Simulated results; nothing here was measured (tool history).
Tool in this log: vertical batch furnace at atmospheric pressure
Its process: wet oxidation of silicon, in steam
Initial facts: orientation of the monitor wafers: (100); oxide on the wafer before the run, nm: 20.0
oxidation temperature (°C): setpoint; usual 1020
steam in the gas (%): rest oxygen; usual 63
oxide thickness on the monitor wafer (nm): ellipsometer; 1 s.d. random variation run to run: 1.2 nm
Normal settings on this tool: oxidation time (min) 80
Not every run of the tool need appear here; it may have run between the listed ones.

run	hour	oxidation temperature (°C)	oxidation time (min)	steam in the gas (%)	read-back reference wafer on the same gauge, thickness	oxide thickness on the monitor wafer (nm)
1	0	1020	57.5	63	403.92	342.58
2	150.2	1020	80	63	404.34	422.4
3	217.8	1020	80	63	404.12	425.49
4	274.7	1020	80	63	404.2	424.22
5	329.4	1020	50	63	404.32	313
6	358.2	1020	80	63	403.42	424.24
# hour 387.7: gauge calibrated
7	412.2	1020	80	63	403.77	425.04
8	452.3	1020	80	63	403.94	422.34
9	487.6	1020	101	63	404.39	491.85
10	533.8	1020	101	63	403.87	492.86
11	559.7	1020	64.5	63	403.98	369.73
# hour 605: thermocouples replaced and temperature profile calibrated
12	614.7	1020	64.5	63	403.44	364.39
13	662.4	1020	64.5	63	404.11	364.32
14	708	1045	64	67	403.81	436.4
15	775.9	996	95	58	404.36	379.98
16	803.3	1020	80	63	404.1	419.09
17	847.6	1001	56	63	404.13	288.83
18	900.2	1020	80	63	404.54	420.25
19	937.1	1020	80	75	403.93	469.45
20	973.8	1034	51.5	67	404.18	360.49
21	1014.6	1011	96.5	63	404.09	448.63
22	1071.8	1020	80	55	404.14	383.95
23	1118.8	1020	91	58	403.81	433.38
24	1192.8	997	115.5	57	404.27	429.85
# hour 1372.2: steam generator serviced
25	1380.2	1004	94	57	404.48	393.35
26	1443.5	1012	59.5	53	403.45	294.43
27	1510.1	1020	80	54	403.89	382.58
28	1548.1	1028	42	75	404.27	328.38
29	1609.2	1020	80	63	404.21	425.14
30	1635.5	1020	80	67	403.9	441.26
31	1694.8	1004	56.5	73	404.4	334.18
32	1752	1013	98.5	63	403.42	459.45
33	1782.4	1020	69	63	404.52	384.38
34	1854.3	1039	58	69	403.85	409.27
35	1893.8	1035	63.5	58	404.5	377.76
36	1952.5	1020	80	63	404	424.39
37	2021.9	1020	109	63	403.93	512.93

Subtracting, for every run, the result it would have given without the tool's unlogged condition from the measured result gives the following. The same run-to-run variation enters both numbers; the gauge's scatter may not:
The tool's hidden condition here consists of: true tube temperature minus thermocouple reading, K; steam share off its setpoint, % of the setpoint; gauge reads high (%).
run	oxide thickness on the monitor wafer (nm)
1	+4.83
2	+6.08
3	+6.37
4	+6.56
5	+5.54
6	+6.86
7	+7.08
8	+7.18
9	+8.08
10	+8.28
11	+6.95
12	+0.46
13	+0.63
14	+0.78
15	+1.14
16	+1.21
17	+1.15
18	+1.57
19	+1.84
20	+1.57
21	+2.16
22	+2.08
23	+2.43
24	+2.96
25	+3.42
26	+2.93
27	+3.6
28	+3.27
29	+4.24
30	+4.44
31	+4.14
32	+5.14
33	+4.56
34	+4.62
35	+4.58
36	+5.5
37	+6.48
